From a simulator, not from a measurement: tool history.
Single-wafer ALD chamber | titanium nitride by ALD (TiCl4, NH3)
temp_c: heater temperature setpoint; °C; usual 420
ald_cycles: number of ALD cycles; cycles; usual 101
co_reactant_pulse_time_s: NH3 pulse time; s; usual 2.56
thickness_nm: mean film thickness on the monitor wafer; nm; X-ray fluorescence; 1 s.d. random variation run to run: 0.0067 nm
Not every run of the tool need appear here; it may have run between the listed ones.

run    hour  temp_c  ald_cycles  co_reactant_pulse_time_s  read-back reference wafer on the same gauge, thickness_nm  thickness_nm
  1       0     420         101                      2.56                                                      1.989         2.218
  2    74.3     420         101                      2.56                                                      1.994         2.243
  3   143.5     420         101                      2.56                                                      1.996         2.235
  4   232.7     420         101                      2.56                                                      1.998         2.244
  5   323.1     420          97                      3.13                                                      2.001         2.182
  6   389.8     420         101                      2.56                                                      2.003         2.251
  7   490.8     420         108                      2.56                                                      2.004         2.406
      507.8  -- thermocouple changed; heater temperature recalibrated
  8   536.9     420         108                      2.56                                                      2.005         2.412
  9   627.5     420         101                      2.56                                                      2.004         2.244
 10   710.7     425         118                      2.11                                                      2.005         2.617
      765.9  -- showerhead replaced
 11   817.8     420         101                      2.56                                                      2.005         2.252
 12   875.9     409         101                       2.2                                                      2.002         2.234
      932.4  -- gauge calibrated
 13   976.9     410          92                      1.59                                                      1.985         1.973
 14  1061.2     420         117                      2.56                                                      1.989         2.584
 15  1113.7     420         101                      2.56                                                      1.991         2.236
 16  1177.7     429         101                      2.56                                                      1.996         2.247
 17  1236.4     420         114                      2.56                                                      1.998         2.539
 18  1308.8     420         101                      2.13                                                      1.998         2.237
 19  1373.8     411          86                      3.37                                                      2.002         1.934

Give the tool's hidden conditions for every run:
wafer temperature above the value expected at the setpoint (K): 0 at every run
H1: gauge reads high (%)
run     H1
  1  0.495
  2  0.658
  3  0.782
  4  0.911
  5   1.01
  6   1.07
  7   1.15
  8   1.17
  9   1.22
 10   1.25
 11   1.28
 12   1.29
 13  0.157
 14  0.452
 15  0.604
 16  0.761
 17  0.883
 18   1.01
 19    1.1

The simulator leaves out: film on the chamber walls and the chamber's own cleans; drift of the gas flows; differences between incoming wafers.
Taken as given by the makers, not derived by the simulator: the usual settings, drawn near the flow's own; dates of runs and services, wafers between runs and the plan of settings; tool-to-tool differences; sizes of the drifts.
